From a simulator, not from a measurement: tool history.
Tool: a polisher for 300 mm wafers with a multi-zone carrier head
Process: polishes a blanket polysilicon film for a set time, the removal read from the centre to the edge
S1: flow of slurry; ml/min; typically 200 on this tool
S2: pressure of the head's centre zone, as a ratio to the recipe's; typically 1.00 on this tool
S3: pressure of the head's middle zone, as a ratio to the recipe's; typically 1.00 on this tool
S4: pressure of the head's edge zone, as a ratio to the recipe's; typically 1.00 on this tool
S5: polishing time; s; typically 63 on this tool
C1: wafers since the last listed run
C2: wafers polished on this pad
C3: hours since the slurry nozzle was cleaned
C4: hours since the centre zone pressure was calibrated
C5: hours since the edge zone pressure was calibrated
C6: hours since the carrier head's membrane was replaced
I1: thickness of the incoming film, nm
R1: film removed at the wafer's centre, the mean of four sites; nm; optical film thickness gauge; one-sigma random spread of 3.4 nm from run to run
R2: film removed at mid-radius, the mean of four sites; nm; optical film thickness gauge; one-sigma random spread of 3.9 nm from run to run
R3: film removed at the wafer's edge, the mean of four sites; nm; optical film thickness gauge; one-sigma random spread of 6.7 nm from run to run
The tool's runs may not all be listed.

| run | hour | S1 | S2 | S3 | S4 | S5 | C1 | C2 | C3 | C4 | C5 | C6 | I1 | R1 | R2 | R3 |
|---|---|---|---|---|---|---|---|---|---|---|---|---|---|---|---|---|
| 1 | 0.0 | 200 | 1.00 | 1.00 | 1.00 | 53 | 0 | 361 | 274.3 | 62.8 | 36.1 | 41.4 | 1942.6 | 391.1 | 391.4 | 375.5 |
| 2 | 85.9 | 200 | 1.00 | 1.00 | 1.00 | 53 | 985 | 1347 | 360.2 | 148.7 | 122.0 | 127.3 | 1938.1 | 381.8 | 388.1 | 377.2 |
| 3 | 182.7 | 200 | 1.00 | 1.06 | 1.00 | 63 | 1110 | 2458 | 457.0 | 245.5 | 218.8 | 224.1 | 1904.2 | 445.8 | 477.5 | 434.1 |
| 4 | 258.1 | 200 | 1.00 | 1.06 | 1.00 | 63 | 865 | 3323 | 532.4 | 320.9 | 294.2 | 299.5 | 1898.2 | 440.1 | 470.9 | 423.9 |
|  | 300.3 | slurry nozzle cleaned |
| 5 | 351.8 | 135 | 1.00 | 1.12 | 1.00 | 63 | 1063 | 4387 | 51.5 | 414.6 | 387.9 | 393.2 | 1925.7 | 403.1 | 448.9 | 398.9 |
|  | 400.8 | centre zone pressure recalibrated |
| 6 | 413.6 | 200 | 1.12 | 1.00 | 1.00 | 54 | 686 | 5073 | 113.3 | 12.8 | 449.7 | 455.0 | 1924.2 | 418.4 | 379.2 | 361.9 |
|  | 496.8 | worn pad replaced by a new one |
| 7 | 504.7 | 200 | 1.00 | 0.97 | 1.06 | 63 | 999 | 90 | 204.4 | 103.9 | 540.8 | 546.1 | 1905.4 | 461.6 | 460.7 | 471.1 |
| 8 | 543.0 | 200 | 1.00 | 1.00 | 1.00 | 63 | 439 | 530 | 242.7 | 142.2 | 579.1 | 584.4 | 1899.4 | 459.7 | 470.1 | 439.1 |
| 9 | 609.4 | 200 | 1.00 | 1.00 | 1.00 | 76 | 761 | 1292 | 309.1 | 208.6 | 645.5 | 650.8 | 1890.4 | 552.6 | 563.6 | 533.4 |
| 10 | 684.8 | 145 | 0.93 | 0.90 | 1.00 | 63 | 865 | 2157 | 384.5 | 284.0 | 720.9 | 726.2 | 1892.3 | 392.8 | 407.0 | 423.8 |
|  | 747.0 | carrier head's membrane replaced by a new one |
| 11 | 777.5 | 200 | 1.09 | 1.00 | 1.00 | 72 | 1006 | 3163 | 477.2 | 376.7 | 813.6 | 30.5 | 1892.8 | 561.0 | 520.1 | 489.8 |
|  | 850.6 | slurry nozzle cleaned |
| 12 | 883.2 | 270 | 0.89 | 0.94 | 1.00 | 46 | 1201 | 4364 | 32.6 | 482.4 | 919.3 | 136.2 | 1905.5 | 298.1 | 326.2 | 326.3 |
|  | 935.2 | edge zone pressure recalibrated |
|  | 979.2 | centre zone pressure recalibrated |
| 13 | 980.8 | 200 | 1.11 | 1.00 | 1.06 | 63 | 1074 | 5438 | 130.2 | 1.6 | 45.6 | 233.8 | 1912.4 | 479.6 | 438.8 | 441.6 |
|  | 985.9 | worn pad replaced by a new one |
| 14 | 1069.4 | 170 | 1.00 | 0.91 | 1.00 | 63 | 970 | 957 | 218.8 | 90.2 | 134.2 | 322.4 | 1899.2 | 446.0 | 427.4 | 435.1 |
| 15 | 1174.3 | 200 | 1.00 | 1.00 | 1.00 | 53 | 1203 | 2161 | 323.7 | 195.1 | 239.1 | 427.3 | 1900.0 | 383.3 | 384.2 | 358.9 |
| 16 | 1268.2 | 200 | 1.00 | 1.00 | 1.00 | 63 | 1077 | 3238 | 417.6 | 289.0 | 333.0 | 521.2 | 1941.0 | 448.2 | 457.9 | 430.0 |
|  | 1343.8 | slurry nozzle cleaned |
| 17 | 1344.5 | 200 | 1.09 | 0.92 | 1.00 | 63 | 864 | 4102 | 0.7 | 365.3 | 409.3 | 597.5 | 1891.1 | 479.6 | 421.5 | 425.9 |
| 18 | 1433.6 | 225 | 1.06 | 0.93 | 1.00 | 84 | 1022 | 5125 | 89.8 | 454.4 | 498.4 | 686.6 | 1897.8 | 626.4 | 572.6 | 563.2 |
| 19 | 1481.3 | 200 | 1.00 | 1.00 | 1.00 | 63 | 547 | 5672 | 137.5 | 502.1 | 546.1 | 734.3 | 1895.1 | 430.6 | 440.9 | 422.7 |
|  | 1551.6 | worn pad replaced by a new one |
|  | 1554.3 | centre zone pressure recalibrated |
|  | 1579.6 | carrier head's membrane replaced by a new one |
| 20 | 1586.8 | 155 | 1.00 | 1.04 | 1.00 | 76 | 1084 | 323 | 243.0 | 32.5 | 651.6 | 7.2 | 1886.9 | 526.3 | 555.0 | 521.6 |
| 21 | 1688.8 | 200 | 1.00 | 1.00 | 1.00 | 63 | 1170 | 1493 | 345.0 | 134.5 | 753.6 | 109.2 | 1902.4 | 459.6 | 465.3 | 441.3 |
| 22 | 1781.1 | 200 | 1.12 | 1.00 | 1.00 | 54 | 1059 | 2552 | 437.3 | 226.8 | 845.9 | 201.5 | 1900.2 | 428.8 | 383.1 | 372.3 |

What if the next run were any one of these 4? Each begins from the tool's condition after run 22:
| A | 1781.5 | 200 | 1.00 | 1.00 | 1.00 | 63 | 4 | 2557 | 437.7 | 227.2 | 846.3 | 201.9 | 1901.2 | ? | ? | ? |
| B | 1781.5 | 135 | 1.00 | 1.07 | 0.96 | 47 | 4 | 2557 | 437.7 | 227.2 | 846.3 | 201.9 | 1901.2 | ? | ? | ? |
| C | 1781.5 | 200 | 0.92 | 1.00 | 1.00 | 63 | 4 | 2557 | 437.7 | 227.2 | 846.3 | 201.9 | 1901.2 | ? | ? | ? |
| D | 1781.5 | 200 | 1.00 | 1.04 | 1.10 | 63 | 4 | 2557 | 437.7 | 227.2 | 846.3 | 201.9 | 1901.2 | ? | ? | ? |

| run | R1 | R2 | R3 |
|---|---|---|---|
| A | 454.1 | 450.8 | 436.6 |
| B | 310.0 | 325.8 | 302.0 |
| C | 417.5 | 451.0 | 436.6 |
| D | 454.3 | 463.1 | 455.8 |
Without the tool's unlogged condition, the same runs would have read:
| run | R1 | R2 | R3 |
|---|---|---|---|
| A | 471.3 | 467.8 | 453.1 |
| B | 321.7 | 338.0 | 313.4 |
| C | 433.3 | 468.0 | 453.1 |
| D | 471.4 | 480.6 | 472.9 |

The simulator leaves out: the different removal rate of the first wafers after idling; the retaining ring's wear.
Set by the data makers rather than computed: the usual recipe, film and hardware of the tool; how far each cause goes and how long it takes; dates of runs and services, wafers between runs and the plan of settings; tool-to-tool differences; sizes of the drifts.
